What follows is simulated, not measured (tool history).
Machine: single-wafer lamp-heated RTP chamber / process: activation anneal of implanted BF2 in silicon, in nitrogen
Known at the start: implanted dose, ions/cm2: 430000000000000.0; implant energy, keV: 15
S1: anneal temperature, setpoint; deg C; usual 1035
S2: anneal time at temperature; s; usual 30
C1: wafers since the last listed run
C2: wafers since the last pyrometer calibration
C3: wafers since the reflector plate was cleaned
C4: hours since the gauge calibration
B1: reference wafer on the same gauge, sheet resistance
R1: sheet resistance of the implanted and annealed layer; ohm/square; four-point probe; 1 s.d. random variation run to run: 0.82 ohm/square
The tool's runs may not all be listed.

Run 1, hour 0.0: usual settings but S1 1045 deg C, S2 17 s; C1 0; C2 13247; C3 8892; C4 1957.4; B1 261.89. Result: R1 273.54 ohm/square.
At hour 29.3: pyrometer window cleaned and pyrometer calibrated.
Run 2, hour 91.3: usual settings but S2 25 s; C1 1436; C2 1069; C3 10329; C4 2048.7; B1 262.19. Result: R1 277.19 ohm/square.
Run 3, hour 165.4: usual settings but S2 25 s; C1 1278; C2 2347; C3 11607; C4 2122.8; B1 262.04. Result: R1 276.22 ohm/square.
Run 4, hour 245.5: usual settings but S2 25 s; C1 1381; C2 3729; C3 12989; C4 2202.9; B1 261.71. Result: R1 275.84 ohm/square.
At hour 287.3: reflector plate cleaned.
Run 5, hour 318.8: usual settings; C1 1126; C2 4855; C3 542; C4 2276.2; B1 261.83. Result: R1 276.57 ohm/square.
Run 6, hour 403.7: usual settings; C1 1464; C2 6320; C3 2007; C4 2361.1; B1 262.12. Result: R1 274.19 ohm/square.
Run 7, hour 457.0: usual settings; C1 919; C2 7239; C3 2926; C4 2414.4; B1 262.03. Result: R1 274.24 ohm/square.
Run 8, hour 561.7: usual settings; C1 1806; C2 9045; C3 4733; C4 2519.1; B1 261.80. Result: R1 272.48 ohm/square.
Run 9, hour 659.7: usual settings; C1 1690; C2 10736; C3 6423; C4 2617.1; B1 261.74. Result: R1 272.36 ohm/square.
At hour 711.6: pyrometer window cleaned and pyrometer calibrated.
Run 10, hour 741.6: usual settings but S2 21 s; C1 1274; C2 517; C3 7698; C4 2699.0; B1 261.75. Result: R1 280.67 ohm/square.
Run 11, hour 777.6: usual settings; C1 621; C2 1138; C3 8319; C4 2735.0; B1 262.05. Result: R1 275.77 ohm/square.
Run 12, hour 821.7: usual settings but S2 24 s; C1 760; C2 1899; C3 9080; C4 2779.1; B1 262.17. Result: R1 276.23 ohm/square.
Run 13, hour 896.4: usual settings but S1 1044 deg C, S2 22 s; C1 1288; C2 3187; C3 10368; C4 2853.8; B1 262.08. Result: R1 276.08 ohm/square.
Run 14, hour 958.4: usual settings; C1 1069; C2 4257; C3 11438; C4 2915.8; B1 262.13. Result: R1 273.05 ohm/square.
At hour 1002.4: reflector plate cleaned.
Run 15, hour 1043.6: usual settings; C1 1331; C2 5589; C3 710; C4 3001.0; B1 262.06. Result: R1 275.22 ohm/square.
Run 16, hour 1104.7: usual settings but S1 1017 deg C; C1 1053; C2 6643; C3 1764; C4 3062.1; B1 262.10. Result: R1 283.20 ohm/square.
Run 17, hour 1155.1: usual settings; C1 869; C2 7512; C3 2633; C4 3112.5; B1 262.03. Result: R1 272.02 ohm/square.
Run 18, hour 1207.2: usual settings but S1 1057 deg C, S2 15 s; C1 898; C2 8411; C3 3532; C4 3164.6; B1 262.05. Result: R1 274.70 ohm/square.
Run 19, hour 1286.5: usual settings but S1 1009 deg C, S2 16 s; C1 1367; C2 9779; C3 4900; C4 3243.9; B1 261.95. Result: R1 292.99 ohm/square.
At hour 1364.5: pyrometer window cleaned and pyrometer calibrated.
Run 20, hour 1384.6: usual settings but S2 14 s; C1 1554; C2 346; C3 6454; C4 3342.0; B1 261.89. Result: R1 286.30 ohm/square.
Run 21, hour 1443.1: usual settings but S2 17 s; C1 1009; C2 1355; C3 7464; C4 3400.5; B1 261.94. Result: R1 282.66 ohm/square.
Run 22, hour 1523.2: usual settings but S1 1007 deg C, S2 36 s; C1 1381; C2 2737; C3 8845; C4 3480.6; B1 262.04. Result: R1 284.82 ohm/square.
Run 23, hour 1745.2: usual settings; C1 3829; C2 6566; C3 12675; C4 3702.6; B1 261.97. Result: R1 273.70 ohm/square.
At hour 1764.9: reflector plate cleaned.
Run 24, hour 1815.8: usual settings but S2 35 s; C1 1079; C2 7646; C3 877; C4 3773.2; B1 262.25. Result: R1 272.61 ohm/square.
Run 25, hour 1888.6: usual settings but S1 1014 deg C, S2 35 s; C1 1255; C2 8902; C3 2133; C4 3846.0; B1 261.93. Result: R1 283.05 ohm/square.
At hour 1956.6: gauge calibrated.
At hour 1984.4: pyrometer window cleaned and pyrometer calibrated.
Run 26, hour 1984.9: usual settings but S1 1012 deg C, S2 13 s; C1 1523; C2 9; C3 3656; C4 28.3; B1 262.04. Result: R1 296.99 ohm/square.
Run 27, hour 2063.2: usual settings but S2 35 s; C1 1350; C2 1360; C3 5007; C4 106.6; B1 262.04. Result: R1 270.49 ohm/square.
Run 28, hour 2153.0: usual settings; C1 1549; C2 2909; C3 6556; C4 196.4; B1 261.81. Result: R1 272.69 ohm/square.
Run 29, hour 2231.8: usual settings but S1 1023 deg C, S2 13 s; C1 1359; C2 4268; C3 7915; C4 275.2; B1 262.39. Result: R1 291.21 ohm/square.
Run 30, hour 2323.2: usual settings but S1 1051 deg C, S2 48 s; C1 1576; C2 5845; C3 9492; C4 366.6; B1 261.95. Result: R1 263.14 ohm/square.
Run 31, hour 2366.7: usual settings but S1 1043 deg C, S2 39 s; C1 750; C2 6595; C3 10242; C4 410.1; B1 261.83. Result: R1 265.33 ohm/square.
At hour 2391.7: reflector plate cleaned.
Run 32, hour 2459.3: usual settings; C1 1459; C2 8054; C3 1166; C4 502.7; B1 262.13. Result: R1 274.56 ohm/square.
Run 33, hour 2515.8: usual settings; C1 974; C2 9029; C3 2140; C4 559.2; B1 261.72. Result: R1 272.45 ohm/square.
Run 34, hour 2575.9: usual settings but S1 1013 deg C; C1 1036; C2 10066; C3 3177; C4 619.3; B1 262.02. Result: R1 282.61 ohm/square.
At hour 2602.9: pyrometer window cleaned and pyrometer calibrated.
Run 35, hour 2682.8: usual settings but S1 1044 deg C; C1 1706; C2 1377; C3 4883; C4 726.2; B1 261.86. Result: R1 271.27 ohm/square.

Selected run-to-run steps in R1, each split into two signed amounts: the part the tool would show with no hidden state at all (from settings, incoming material and random variation), and the remainder, which goes to the hidden state together with any gauge scatter not common to the measured and the hidden-state-free results:
Hidden state present: true wafer temperature minus pyrometer reading, K; wafer temperature error from the tarnished reflector plate, K; gauge reads high (%).
Run 9 -> 10: S2 30 -> 21, pyrometer window cleaned and pyrometer calibrated. R1 +8.31 ohm/square: hidden state +3.33, all else +4.98.
Run 19 -> 20: S1 1009 -> 1035, S2 16 -> 14, pyrometer window cleaned and pyrometer calibrated. R1 -6.69 ohm/square: hidden state +3.32, all else -10.01.
Run 26 -> 27: S1 1012 -> 1035, S2 13 -> 35. R1 -26.50 ohm/square: hidden state -1.10, all else -25.40.
Run 28 -> 29: S1 1035 -> 1023, S2 30 -> 13. R1 +18.52 ohm/square: hidden state +0.01, all else +18.51.
Run 29 -> 30: S1 1023 -> 1051, S2 13 -> 48. R1 -28.07 ohm/square: hidden state +2.63, all else -30.70.
Run 34 -> 35: S1 1013 -> 1044, pyrometer window cleaned and pyrometer calibrated. R1 -11.34 ohm/square: hidden state +5.07, all else -16.41.
